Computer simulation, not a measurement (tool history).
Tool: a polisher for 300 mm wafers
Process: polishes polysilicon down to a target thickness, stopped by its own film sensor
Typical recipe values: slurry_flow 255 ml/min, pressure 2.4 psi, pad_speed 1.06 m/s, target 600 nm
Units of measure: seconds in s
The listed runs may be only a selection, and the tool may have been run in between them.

| run | day | slurry_flow | pressure | pad_speed | target | incoming thickness of the incoming film, nm | seconds |
|---|---|---|---|---|---|---|---|
| 1 | 0.000 | 280 | 2.4 | 1.06 | 675 | 1267.1 | 109.3 |
|  | 1.796 | worn pad replaced by a new one |
| 2 | 1.904 | 275 | 2.4 | 1.06 | 600 | 1275.2 | 112.5 |
| 3 | 3.704 | 275 | 2.4 | 1.06 | 600 | 1255.5 | 111.1 |
| 4 | 5.996 | 255 | 2.4 | 1.06 | 600 | 1264.7 | 116.4 |
| 5 | 13.175 | 255 | 2.4 | 1.06 | 600 | 1268.1 | 124.1 |
| 6 | 15.738 | 255 | 2.4 | 1.06 | 600 | 1272.5 | 126.3 |
|  | 16.204 | head pressure recalibrated |
|  | 17.129 | slurry nozzle cleaned |
| 7 | 19.017 | 255 | 2.4 | 1.30 | 600 | 1259.4 | 96.9 |
|  | 20.779 | worn pad replaced by a new one |
| 8 | 22.158 | 255 | 2.4 | 1.06 | 600 | 1241.2 | 105.2 |
| 9 | 24.154 | 255 | 2.4 | 1.06 | 600 | 1258.9 | 112.1 |
| 10 | 26.762 | 255 | 2.4 | 1.06 | 600 | 1252.2 | 114.4 |
| 11 | 29.938 | 255 | 2.4 | 1.06 | 600 | 1253.3 | 118.4 |
| 12 | 33.142 | 255 | 2.4 | 1.06 | 600 | 1263.1 | 120.3 |
|  | 35.346 | slurry nozzle cleaned |
| 13 | 35.388 | 255 | 2.0 | 1.20 | 600 | 1250.7 | 125.0 |
| 14 | 37.988 | 255 | 2.0 | 1.20 | 600 | 1271.3 | 128.7 |
| 15 | 39.838 | 255 | 2.4 | 1.06 | 600 | 1249.3 | 121.6 |
|  | 41.017 | worn pad replaced by a new one |
| 16 | 41.854 | 255 | 2.4 | 1.06 | 600 | 1248.1 | 106.6 |
| 17 | 45.458 | 255 | 2.4 | 1.06 | 600 | 1263.0 | 112.5 |
| 18 | 48.450 | 255 | 3.1 | 1.24 | 787 | 1266.2 | 58.5 |
| 19 | 50.579 | 255 | 2.4 | 1.28 | 600 | 1242.7 | 97.0 |
| 20 | 53.175 | 255 | 2.4 | 1.06 | 600 | 1248.5 | 118.7 |
|  | 54.971 | slurry nozzle cleaned |
| 21 | 57.017 | 210 | 2.6 | 1.06 | 600 | 1252.1 | 117.2 |
| 22 | 58.738 | 220 | 2.4 | 1.06 | 664 | 1239.7 | 108.3 |
|  | 59.888 | worn pad replaced by a new one |
| 23 | 62.900 | 255 | 2.4 | 1.06 | 600 | 1265.2 | 117.9 |
|  | 63.438 | head pressure recalibrated |
| 24 | 66.117 | 255 | 2.1 | 1.06 | 447 | 1275.2 | 164.6 |
| 25 | 69.862 | 210 | 2.7 | 1.40 | 468 | 1241.3 | 98.9 |
|  | 72.858 | slurry nozzle cleaned |
| 26 | 72.879 | 255 | 2.4 | 1.06 | 600 | 1248.8 | 120.3 |
|  | 80.000 | worn pad replaced by a new one |
| 27 | 86.317 | 200 | 2.4 | 1.24 | 600 | 1269.0 | 107.2 |
| 28 | 89.267 | 255 | 2.4 | 0.84 | 397 | 1273.9 | 205.7 |
| 29 | 91.762 | 165 | 3.2 | 1.36 | 737 | 1259.1 | 62.0 |
|  | 92.000 | slurry nozzle cleaned |
| 30 | 93.867 | 255 | 1.8 | 1.24 | 600 | 1242.7 | 130.1 |
| 31 | 95.488 | 195 | 2.0 | 0.74 | 480 | 1234.2 | 246.7 |
| 32 | 97.129 | 255 | 2.0 | 1.20 | 600 | 1245.1 | 125.8 |
| 33 | 99.762 | 225 | 2.4 | 1.06 | 488 | 1259.4 | 149.2 |

Run 34 has not been measured yet. What should we expect?
|  | 100.250 | worn pad replaced by a new one |
| 34 | 101.275 | 255 | 3.2 | 1.24 | 446 | 1266.8 | ? |

Run 34 came out at seconds 93.5 s.
If the tool had no hidden condition, the same run with the same run-to-run variation would have returned seconds 87.4 s.
